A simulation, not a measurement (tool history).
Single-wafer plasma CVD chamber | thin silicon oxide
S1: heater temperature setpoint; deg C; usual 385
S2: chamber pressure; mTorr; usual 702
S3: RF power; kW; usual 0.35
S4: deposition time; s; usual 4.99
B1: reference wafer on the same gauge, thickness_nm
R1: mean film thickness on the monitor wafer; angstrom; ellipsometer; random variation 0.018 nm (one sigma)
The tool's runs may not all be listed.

run 1 hour=0 | S1=385 S2=702 S3=0.35 S4=4.99 | B1=7.698 | R1=76.09
-- hour=52.1 thermocouple changed; heater temperature recalibrated
run 2 hour=71.5 | S1=385 S2=702 S3=0.35 S4=4.99 | B1=7.699 | R1=76.02
run 3 hour=123.8 | S1=385 S2=643 S3=0.35 S4=4.99 | B1=7.692 | R1=69.12
run 4 hour=161.9 | S1=385 S2=643 S3=0.35 S4=4.99 | B1=7.7 | R1=68.8
run 5 hour=206.8 | S1=385 S2=643 S3=0.35 S4=4.99 | B1=7.702 | R1=68.99
run 6 hour=245.6 | S1=385 S2=702 S3=0.35 S4=4.99 | B1=7.697 | R1=75.53
-- hour=256.9 RF generator calibrated
run 7 hour=281.9 | S1=385 S2=702 S3=0.35 S4=4.99 | B1=7.701 | R1=76.51
run 8 hour=335.4 | S1=385 S2=702 S3=0.35 S4=4.99 | B1=7.706 | R1=76.44
run 9 hour=395.8 | S1=385 S2=702 S3=0.35 S4=4.99 | B1=7.705 | R1=76.65
run 10 hour=447.1 | S1=371 S2=702 S3=0.29 S4=4.99 | B1=7.702 | R1=70.61
run 11 hour=476.1 | S1=379 S2=797 S3=0.395 S4=4.99 | B1=7.702 | R1=91.21
run 12 hour=519.4 | S1=385 S2=546 S3=0.28 S4=4.99 | B1=7.697 | R1=52.86
run 13 hour=589 | S1=394 S2=702 S3=0.35 S4=4.6 | B1=7.698 | R1=69.97
run 14 hour=636.3 | S1=385 S2=702 S3=0.35 S4=4.99 | B1=7.694 | R1=76.36
run 15 hour=717.4 | S1=385 S2=702 S3=0.38 S4=5.36 | B1=7.708 | R1=84.65
run 16 hour=789.1 | S1=378 S2=702 S3=0.35 S4=4.99 | B1=7.692 | R1=76.38
-- hour=815.9 showerhead replaced
run 17 hour=839.1 | S1=385 S2=702 S3=0.35 S4=4.99 | B1=7.7 | R1=75.96
run 18 hour=865.5 | S1=373 S2=702 S3=0.35 S4=4.99 | B1=7.699 | R1=76.88
run 19 hour=934.8 | S1=385 S2=702 S3=0.385 S4=5.55 | B1=7.696 | R1=87.61
-- hour=955.2 thermocouple changed; heater temperature recalibrated
-- hour=986.4 gauge calibrated
run 20 hour=999.8 | S1=385 S2=702 S3=0.35 S4=5.47 | B1=7.704 | R1=83.56
-- hour=1043.4 capacitance manometer re-zeroed and calibrated
run 21 hour=1057 | S1=395 S2=795 S3=0.29 S4=4.99 | B1=7.707 | R1=79.31
run 22 hour=1126.1 | S1=385 S2=702 S3=0.35 S4=4.99 | B1=7.701 | R1=76.97
run 23 hour=1187.1 | S1=385 S2=702 S3=0.35 S4=5.39 | B1=7.699 | R1=82.7
run 24 hour=1217.8 | S1=391 S2=702 S3=0.35 S4=4.99 | B1=7.698 | R1=76.43
run 25 hour=1254.7 | S1=385 S2=702 S3=0.3 S4=4.11 | B1=7.703 | R1=58.53
run 26 hour=1288.4 | S1=385 S2=827 S3=0.385 S4=4.99 | B1=7.698 | R1=93.43
-- hour=1332.8 RF generator calibrated
run 27 hour=1350.8 | S1=385 S2=777 S3=0.395 S4=4.99 | B1=7.711 | R1=89.82
run 28 hour=1415.4 | S1=385 S2=570 S3=0.35 S4=5.55 | B1=7.7 | R1=69.11
run 29 hour=1479.3 | S1=385 S2=787 S3=0.3 S4=5.38 | B1=7.709 | R1=86.47

Forecast each of these 3 alternatives for the next run:
run A hour=1479.7 | S1=385 S2=702 S3=0.35 S4=4.99 | B1=? | R1=?
run B hour=1479.7 | S1=395 S2=876 S3=0.385 S4=5.6 | B1=? | R1=?
run C hour=1479.7 | S1=395 S2=702 S3=0.35 S4=4.07 | B1=? | R1=?

run=A B1=7.705 R1=77.43
run=B B1=7.705 R1=110.31
run=C B1=7.705 R1=62.77
Without the tool's hidden state the same runs would have given:
run=A R1=77.86
run=B R1=110.81
run=C R1=63.12

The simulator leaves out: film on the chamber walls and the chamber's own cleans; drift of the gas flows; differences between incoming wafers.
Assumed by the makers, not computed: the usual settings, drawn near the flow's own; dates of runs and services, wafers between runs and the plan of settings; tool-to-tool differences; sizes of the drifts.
